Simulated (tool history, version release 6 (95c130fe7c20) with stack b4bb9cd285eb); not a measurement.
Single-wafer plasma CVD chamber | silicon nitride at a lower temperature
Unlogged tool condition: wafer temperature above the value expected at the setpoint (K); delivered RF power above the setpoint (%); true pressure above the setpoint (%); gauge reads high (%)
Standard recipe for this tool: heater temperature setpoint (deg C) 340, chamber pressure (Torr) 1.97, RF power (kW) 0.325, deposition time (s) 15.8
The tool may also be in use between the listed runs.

run,day,heater temperature setpoint (deg C),chamber pressure (Torr),RF power (kW),deposition time (s),wafers since the last listed run,hours since the last thermocouple change,hours since the last RF generator calibration,hours since the last manometer calibration,hours since the showerhead was replaced,hours since the gauge calibration,"read-back reference wafer on the same gauge, thickness_nm",mean film thickness on the monitor wafer (nm)
1,0,340,1.97,0.325,14.6,0,1987.4,1702.1,565.6,6064,131.9,24.884,19.04
2,0.625,340,1.97,0.325,14.6,286,2002.4,1717.1,580.6,6079,146.9,24.914,19.031
3,1.112,340,1.97,0.325,15.8,223,2014.1,1728.8,592.3,6090.7,158.6,24.9,20.554
4,1.379,340,1.97,0.325,15.8,122,2020.5,1735.2,598.7,6097.1,165,24.9,20.537
5,2.038,340,1.97,0.365,15.8,302,2036.3,1751,614.5,6112.9,180.8,24.884,22.557
6,2.583,340,1.97,0.325,15.8,250,2049.4,1764.1,627.6,6126,193.9,24.911,20.596
7,2.838,340,1.97,0.325,14.9,116,2055.5,1770.2,633.7,6132.1,200,24.901,19.279
8,4.779,340,1.97,0.325,14.9,891,2102.1,1816.8,680.3,6178.7,246.6,24.916,19.292
# day 5.112: gauge calibrated
9,5.212,340,1.97,0.325,14.9,198,2112.5,1827.2,690.7,6189.1,2.4,24.892,19.162
10,5.888,336,1.97,0.325,14.1,309,2128.7,1843.4,706.9,6205.3,18.6,24.898,18.292
# day 7.196: RF generator calibrated
11,7.217,336,1.97,0.325,14.1,457,2160.6,0.5,738.8,6237.2,50.5,24.905,20.199
12,7.333,336,1.97,0.325,14.1,53,2163.4,3.3,741.6,6240,53.3,24.886,20.185
13,7.938,340,1.97,0.325,15.8,277,2177.9,17.8,756.1,6254.5,67.8,24.9,22.516
# day 8.462: showerhead replaced
14,8.492,340,1.97,0.325,15.8,101,2191.2,31.1,769.4,0.7,81.1,24.893,22.572
15,9.138,340,1.97,0.325,15.8,296,2206.7,46.6,784.9,16.2,96.6,24.89,22.635
16,9.475,331,2.31,0.325,15.8,154,2214.8,54.7,793,24.3,104.7,24.92,23.936
17,10.183,349,1.97,0.325,14.9,325,2231.8,71.7,810,41.3,121.7,24.902,21.232
# day 10.862: thermocouple changed; heater temperature recalibrated
18,10.883,340,1.97,0.325,14.6,168,0.5,88.5,826.8,58.1,138.5,24.899,20.885
# day 11.512: capacitance manometer re-zeroed and calibrated
19,11.533,340,1.52,0.36,15.8,145,16.1,104.1,0.5,73.7,154.1,24.913,20.893
20,11.846,326,2.44,0.36,18.4,143,23.6,111.6,8,81.2,161.6,24.914,30.406
21,12.308,351,1.79,0.325,18.1,212,34.7,122.7,19.1,92.3,172.7,24.904,24.106
22,12.9,325,1.7,0.28,17.3,271,48.9,136.9,33.3,106.5,186.9,24.897,19.744
23,13.521,340,1.97,0.325,15.8,285,63.8,151.8,48.2,121.4,201.8,24.91,22.109
# day 13.938: gauge calibrated
24,14.212,340,1.97,0.325,15.8,317,80.4,168.4,64.8,138,6.6,24.905,22.056
25,14.646,340,2.45,0.355,13.6,198,90.8,178.8,75.2,148.4,17,24.898,22.177
26,15.204,351,1.79,0.325,15.8,256,104.2,192.2,88.6,161.8,30.4,24.898,20.955
27,15.942,340,1.97,0.29,15.8,338,121.9,209.9,106.3,179.5,48.1,24.899,19.924

Exercise: give the hidden state of the tool at every run:
wafer temperature above the value expected at the setpoint (K): 0 in every run
gauge reads high (%): 0 in every run
H1: delivered RF power above the setpoint (%)
H2: true pressure above the setpoint (%)
run,H1,H2
1,-9.3,3.99
2,-9.43,4.11
3,-9.53,4.21
4,-9.59,4.26
5,-9.73,4.39
6,-9.84,4.5
7,-9.9,4.55
8,-10.3,4.93
9,-10.4,5.01
10,-10.6,5.15
11,-0.355,5.41
12,-0.355,5.43
13,-0.356,5.55
14,-0.358,5.66
15,-0.361,5.78
16,-0.363,5.85
17,-0.368,5.99
18,-0.375,6.13
19,-0.383,0.268
20,-0.387,0.329
21,-0.393,0.42
22,-0.403,0.536
23,-0.414,0.658
24,-0.427,0.793
25,-0.436,0.878
26,-0.449,0.988
27,-0.467,1.13

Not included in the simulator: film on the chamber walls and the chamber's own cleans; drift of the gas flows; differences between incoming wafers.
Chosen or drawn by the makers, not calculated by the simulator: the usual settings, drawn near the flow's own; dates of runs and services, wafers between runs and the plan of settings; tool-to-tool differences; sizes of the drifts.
